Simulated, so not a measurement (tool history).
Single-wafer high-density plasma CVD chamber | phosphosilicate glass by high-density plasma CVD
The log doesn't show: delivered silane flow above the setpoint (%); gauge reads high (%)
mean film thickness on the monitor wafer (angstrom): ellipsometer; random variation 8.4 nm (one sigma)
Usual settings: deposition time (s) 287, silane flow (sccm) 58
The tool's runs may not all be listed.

run    hour  deposition time (s)  silane flow (sccm)  wafers since the last listed run  hours since the silane flow controller was replaced  hours since the gauge calibration  read-back reference wafer on the same gauge, thickness_nm  mean film thickness on the monitor wafer (angstrom)
  1     0.0                  287                  58                                 0                                                246.3                              980.0                                                   1688.945                                             16834.19
  2    70.6                  287                  58                               336                                                316.9                             1050.6                                                   1690.311                                             16895.87
  3   118.1                  287                  65                               226                                                364.4                             1098.1                                                   1691.097                                             18873.77
  4   168.9                  287                  58                               242                                                415.2                             1148.9                                                   1691.539                                             16981.83
  5   220.7                  287                  58                               246                                                467.0                             1200.7                                                   1689.039                                             16942.63
  6   279.5                  287                  58                               280                                                525.8                             1259.5                                                   1689.904                                             16893.37
  7   348.1                  287                  58                               326                                                594.4                             1328.1                                                   1691.364                                             17014.31
  8   425.2                  287                  58                               367                                                671.5                             1405.2                                                   1689.037                                             16991.35
  9   468.1                  315                  58                               204                                                714.4                             1448.1                                                   1690.256                                             18680.13
 10   510.5                  287                  58                               201                                                756.8                             1490.5                                                   1691.095                                             17054.62
 11   611.2                  287                  58                               479                                                857.5                             1591.2                                                   1689.791                                             17128.50
 12   693.6                  287                  58                               392                                                939.9                             1673.6                                                   1691.975                                             17075.78
 13   751.7                  287                  58                               276                                                998.0                             1731.7                                                   1690.402                                             17139.06
 14   818.6                  287                  58                               318                                               1064.9                             1798.6                                                   1688.543                                             17098.89
 15   897.9                  287                  58                               377                                               1144.2                             1877.9                                                   1689.684                                             17182.29
 16   971.0                  287                  58                               348                                               1217.3                             1951.0                                                   1690.197                                             17141.09
 17  1061.5                  287                  58                               431                                               1307.8                             2041.5                                                   1689.545                                             17114.69
     1122.4  -- gauge calibrated
 18  1168.0                  287                  58                               507                                               1414.3                               45.6                                                   1690.574                                             17259.45
 19  1241.5                  287                  58                               350                                               1487.8                              119.1                                                   1689.812                                             17117.33
 20  1316.1                  261                  48                               355                                               1562.4                              193.7                                                   1691.323                                             13007.61
 21  1397.1                  287                  47                               385                                               1643.4                              274.7                                                   1690.624                                             14138.55
 22  1483.9                  309                  62                               413                                               1730.2                              361.5                                                   1692.631                                             19697.78
 23  1528.5                  287                  58                               212                                               1774.8                              406.1                                                   1690.184                                             17197.94
 24  1635.1                  257                  49                               507                                               1881.4                              512.7                                                   1690.710                                             13062.32
 25  1715.4                  287                  52                               382                                               1961.7                              593.0                                                   1689.499                                             15287.60
 26  1812.5                  250                  64                               462                                               2058.8                              690.1                                                   1688.989                                             16219.90
     1852.9  -- silane flow controller replaced
 27  1860.4                  309                  62                               190                                                  7.5                              738.0                                                   1690.634                                             19160.76
 28  1950.5                  252                  64                               429                                                 97.6                              828.1                                                   1691.894                                             16076.42
 29  2013.1                  302                  53                               298                                                160.2                              890.7                                                   1689.310                                             16058.91
 30  2113.8                  314                  53                               479                                                260.9                              991.4                                                   1689.696                                             16781.66
 31  2175.2                  287                  58                               292                                                322.3                             1052.8                                                   1689.286                                             16783.75
 32  2253.3                  302                  58                               372                                                400.4                             1130.9                                                   1690.509                                             17654.99
 33  2327.6                  272                  53                               353                                                474.7                             1205.2                                                   1691.297                                             14710.98
 34  2366.2                  287                  58                               183                                                513.3                             1243.8                                                   1690.137                                             16805.06
 35  2471.6                  287                  58                               502                                                618.7                             1349.2                                                   1691.308                                             16834.13
 36  2546.6                  315                  58                               357                                                693.7                             1424.2                                                   1688.161                                             18520.75
 37  2608.9                  334                  52                               296                                                756.0                             1486.5                                                   1690.871                                             17960.26
 38  2666.0                  263                  68                               272                                                813.1                             1543.6                                                   1690.150                                             18016.50
 39  2730.1                  331                  68                               305                                                877.2                             1607.7                                                   1690.478                                             22717.98

Measured less the same run without the tool's hidden state. The same run-to-run variation is in both; the gauge's scatter may not be:
run  mean film thickness on the monitor wafer (angstrom)
  1                                              +212.20
  2                                              +248.93
  3                                              +302.75
  4                                              +294.44
  5                                              +314.48
  6                                              +335.15
  7                                              +360.56
  8                                              +383.22
  9                                              +434.24
 10                                              +407.40
 11                                              +432.62
 12                                              +447.97
 13                                              +460.25
 14                                              +470.29
 15                                              +484.46
 16                                              +493.04
 17                                              +502.95
 18                                              +518.14
 19                                              +520.43
 20                                              +400.00
 21                                              +439.54
 22                                              +618.65
 23                                              +542.69
 24                                              +416.34
 25                                              +490.45
 26                                              +523.95
 27                                               -36.05
 28                                               +32.65
 29                                               +71.36
 30                                              +132.03
 31                                              +162.95
 32                                              +208.59
 33                                              +200.04
 34                                              +242.81
 35                                              +278.30
 36                                              +330.13
 37                                              +337.52
 38                                              +353.19
 39                                              +464.26
